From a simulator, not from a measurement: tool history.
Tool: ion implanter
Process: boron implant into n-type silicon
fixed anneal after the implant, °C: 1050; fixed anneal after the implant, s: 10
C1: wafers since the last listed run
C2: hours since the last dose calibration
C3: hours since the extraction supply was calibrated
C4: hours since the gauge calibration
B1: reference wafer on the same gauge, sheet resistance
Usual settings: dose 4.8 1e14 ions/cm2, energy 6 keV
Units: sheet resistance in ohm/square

Run 1, hour 0: usual settings but dose 4.38 1e14 ions/cm2, energy 7 keV; C1 0; C2 1141.3; C3 2811.3; C4 126.5; B1 299.84. Result: sheet resistance 277.65 ohm/square.
Run 2, hour 52.2: usual settings but dose 4.38 1e14 ions/cm2, energy 7 keV; C1 1176; C2 1193.5; C3 2863.5; C4 178.7; B1 300.52. Result: sheet resistance 280.38 ohm/square.
Run 3, hour 131.6: usual settings but dose 4.38 1e14 ions/cm2, energy 7 keV; C1 1789; C2 1272.9; C3 2942.9; C4 258.1; B1 299.74. Result: sheet resistance 279.75 ohm/square.
Run 4, hour 233.2: usual settings; C1 2289; C2 1374.5; C3 3044.5; C4 359.7; B1 300.01. Result: sheet resistance 265.83 ohm/square.
Run 5, hour 305.4: usual settings; C1 1627; C2 1446.7; C3 3116.7; C4 431.9; B1 300.2. Result: sheet resistance 264.98 ohm/square.
Run 6, hour 397: usual settings; C1 2064; C2 1538.3; C3 3208.3; C4 523.5; B1 300.2. Result: sheet resistance 264.3 ohm/square.
Run 7, hour 463.4: usual settings but energy 7.5 keV; C1 1496; C2 1604.7; C3 3274.7; C4 589.9; B1 299.99. Result: sheet resistance 260.23 ohm/square.
Run 8, hour 546.1: usual settings but energy 7.5 keV; C1 1863; C2 1687.4; C3 3357.4; C4 672.6; B1 300.06. Result: sheet resistance 260.64 ohm/square.
Run 9, hour 652.5: usual settings but energy 7.5 keV; C1 2398; C2 1793.8; C3 3463.8; C4 779; B1 300.22. Result: sheet resistance 259.73 ohm/square.
Run 10, hour 751.1: usual settings; C1 2222; C2 1892.4; C3 3562.4; C4 877.6; B1 299.85. Result: sheet resistance 266.35 ohm/square.
At hour 777.1: Faraday cup replaced and dose calibrated.
Run 11, hour 794.4: usual settings; C1 795; C2 17.3; C3 3605.7; C4 920.9; B1 300.27. Result: sheet resistance 259.62 ohm/square.
Run 12, hour 901.2: usual settings but energy 7 keV; C1 2407; C2 124.1; C3 3712.5; C4 1027.7; B1 300.02. Result: sheet resistance 256.56 ohm/square.
Run 13, hour 989.3: usual settings but energy 7 keV; C1 1985; C2 212.2; C3 3800.6; C4 1115.8; B1 299.91. Result: sheet resistance 255.56 ohm/square.
Run 14, hour 1047.5: usual settings but dose 5.29 1e14 ions/cm2; C1 1311; C2 270.4; C3 3858.8; C4 1174; B1 299.62. Result: sheet resistance 238.75 ohm/square.
Run 15, hour 1086.2: usual settings but dose 5.29 1e14 ions/cm2; C1 872; C2 309.1; C3 3897.5; C4 1212.7; B1 299.81. Result: sheet resistance 237.79 ohm/square.
Run 16, hour 1179.5: usual settings; C1 2102; C2 402.4; C3 3990.8; C4 1306; B1 300.01. Result: sheet resistance 260.9 ohm/square.
Run 17, hour 1261.4: usual settings but energy 4 keV; C1 1845; C2 484.3; C3 4072.7; C4 1387.9; B1 299.79. Result: sheet resistance 272.39 ohm/square.
Run 18, hour 1333.5: usual settings; C1 1624; C2 556.4; C3 4144.8; C4 1460; B1 299.96. Result: sheet resistance 259.55 ohm/square.
Run 19, hour 1372.7: usual settings but dose 3.98 1e14 ions/cm2; C1 883; C2 595.6; C3 4184; C4 1499.2; B1 299.81. Result: sheet resistance 307.68 ohm/square.
Run 20, hour 1410.2: usual settings but dose 5.3 1e14 ions/cm2; C1 845; C2 633.1; C3 4221.5; C4 1536.7; B1 300.29. Result: sheet resistance 237.58 ohm/square.
At hour 1477.6: extraction supply calibrated.
Run 21, hour 1504.8: usual settings but dose 5.9 1e14 ions/cm2, energy 4.5 keV; C1 1951; C2 727.7; C3 27.2; C4 1631.3; B1 299.95. Result: sheet resistance 227.14 ohm/square.
Run 22, hour 1550.6: usual settings but dose 5.34 1e14 ions/cm2, energy 4.5 keV; C1 1032; C2 773.5; C3 73; C4 1677.1; B1 300.22. Result: sheet resistance 247.83 ohm/square.
Run 23, hour 1593.7: usual settings; C1 971; C2 816.6; C3 116.1; C4 1720.2; B1 299.95. Result: sheet resistance 261.31 ohm/square.
At hour 1630.5: gauge calibrated.
Run 24, hour 1644.1: usual settings but dose 4.12 1e14 ions/cm2, energy 4.5 keV; C1 1135; C2 867; C3 166.5; C4 13.6; B1 300.01. Result: sheet resistance 306.01 ohm/square.
Run 25, hour 1813.3: usual settings but dose 5.46 1e14 ions/cm2, energy 5 keV; C1 3813; C2 1036.2; C3 335.7; C4 182.8; B1 299.75. Result: sheet resistance 239.65 ohm/square.
Run 26, hour 1920.3: usual settings but dose 3.45 1e14 ions/cm2, energy 5 keV; C1 2411; C2 1143.2; C3 442.7; C4 289.8; B1 300.18. Result: sheet resistance 355.5 ohm/square.
Run 27, hour 2014.2: usual settings but dose 4.32 1e14 ions/cm2, energy 5.5 keV; C1 2116; C2 1237.1; C3 536.6; C4 383.7; B1 299.98. Result: sheet resistance 291.76 ohm/square.
Run 28, hour 2069.2: usual settings but dose 5.19 1e14 ions/cm2, energy 4 keV; C1 1239; C2 1292.1; C3 591.6; C4 438.7; B1 299.7. Result: sheet resistance 257.77 ohm/square.
Run 29, hour 2113.6: usual settings but dose 3.96 1e14 ions/cm2, energy 8 keV; C1 1000; C2 1336.5; C3 636; C4 483.1; B1 300.39. Result: sheet resistance 301.05 ohm/square.
Run 30, hour 2196.1: usual settings but dose 3.91 1e14 ions/cm2, energy 5.5 keV; C1 1859; C2 1419; C3 718.5; C4 565.6; B1 299.92. Result: sheet resistance 316.02 ohm/square.
Run 31, hour 2390.8: usual settings but dose 5.99 1e14 ions/cm2, energy 4.5 keV; C1 4388; C2 1613.7; C3 913.2; C4 760.3; B1 299.71. Result: sheet resistance 229.79 ohm/square.
Run 32, hour 2456.4: usual settings; C1 1478; C2 1679.3; C3 978.8; C4 825.9; B1 299.99. Result: sheet resistance 265.73 ohm/square.
Run 33, hour 2561.4: usual settings but dose 5.4 1e14 ions/cm2; C1 2366; C2 1784.3; C3 1083.8; C4 930.9; B1 300.12. Result: sheet resistance 238.67 ohm/square.

Forecast each of these 4 alternatives for the next run:
Run A, hour 2561.8: usual settings; C1 9; C2 1784.7; C3 1084.2; C4 931.3; B1 ?. Result: sheet resistance ?.
Run B, hour 2561.8: usual settings but dose 4.34 1e14 ions/cm2, energy 4 keV; C1 9; C2 1784.7; C3 1084.2; C4 931.3; B1 ?. Result: sheet resistance ?.
Run C, hour 2561.8: usual settings but dose 5.95 1e14 ions/cm2, energy 7.5 keV; C1 9; C2 1784.7; C3 1084.2; C4 931.3; B1 ?. Result: sheet resistance ?.
Run D, hour 2561.8: usual settings but dose 5.86 1e14 ions/cm2, energy 5 keV; C1 9; C2 1784.7; C3 1084.2; C4 931.3; B1 ?. Result: sheet resistance ?.

run     B1  sheet resistance
  A  300.2            267.08
  B  300.2            304.07
  C  300.2             217.1
  D  300.2            230.82
Without the tool's hidden state the same runs would have given:
run  sheet resistance
  A            260.79
  B            297.06
  C            212.01
  D            225.69
